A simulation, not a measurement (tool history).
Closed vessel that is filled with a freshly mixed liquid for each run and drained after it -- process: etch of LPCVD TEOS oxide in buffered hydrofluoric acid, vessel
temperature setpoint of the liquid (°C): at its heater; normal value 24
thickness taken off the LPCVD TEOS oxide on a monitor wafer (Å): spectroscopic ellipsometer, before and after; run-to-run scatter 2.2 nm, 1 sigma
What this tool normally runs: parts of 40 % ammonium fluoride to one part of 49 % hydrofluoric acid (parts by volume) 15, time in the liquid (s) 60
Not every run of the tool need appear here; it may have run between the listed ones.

run,hour,temperature setpoint of the liquid (°C),parts of 40 % ammonium fluoride to one part of 49 % hydrofluoric acid (parts by volume),time in the liquid (s),wafers since the last listed run,hours since the thermometer was replaced,hours since the hydrofluoric acid flow meter was replaced,hours since the gauge calibration,"read-back film thickness of the LPCVD TEOS oxide reference wafer, read on the same gauge (nm)",thickness taken off the LPCVD TEOS oxide on a monitor wafer (Å)
1,0,24,15,60,0,1266.8,1106.5,582,89.98,2086
2,101.4,24,15,60,9905,1368.2,1207.9,683.4,90,2062.9
3,202,24,15,60,9827,1468.8,1308.5,784,90.02,2051.6
4,281,21.5,15,60,7717,1547.8,1387.5,863,90,1781
5,361.6,24,15,60,7873,1628.4,1468.1,943.6,90.01,2069.7
6,426,24,15,60,6291,1692.8,1532.5,1008,90.01,2032.2
7,487.2,24,15,60,5978,1754,1593.7,1069.2,90.01,2058.6
8,548.2,24,15,60,5958,1815,1654.7,1130.2,90.01,2018.1
9,617.1,24,15,60,6730,1883.9,1723.6,1199.1,90.01,2021.5
10,675.6,24,15,60,5714,1942.4,1782.1,1257.6,90.01,2050.2
# hour 687.7: hydrofluoric acid flow meter replaced
11,731.1,24,15,60,5323,1997.9,43.4,1313.1,90,2015.4
12,825.1,28,15,60,9182,2091.9,137.4,1407.1,89.98,2455
13,879.3,20.5,15,60,5294,2146.1,191.6,1461.3,90.02,1660.5
# hour 879.9: gauge calibrated
14,932.2,24,13.5,60,5167,2199,244.5,52.3,90.01,2214.8
# hour 946.1: thermometer replaced
15,1023.8,24,15,60,8850,77.7,336.1,143.9,90.01,2278.5

Run 16 has not been measured yet. What should we expect?
16,1155.2,26,18.5,95,12836,209.1,467.5,275.3,?,?

read-back film thickness of the LPCVD TEOS oxide reference wafer, read on the same gauge (nm): 90.02
thickness taken off the LPCVD TEOS oxide on a monitor wafer (Å): 3253
On a tool with no hidden condition, and with the same random variation, this run would have come out at thickness taken off the LPCVD TEOS oxide on a monitor wafer (Å) 3318.7.
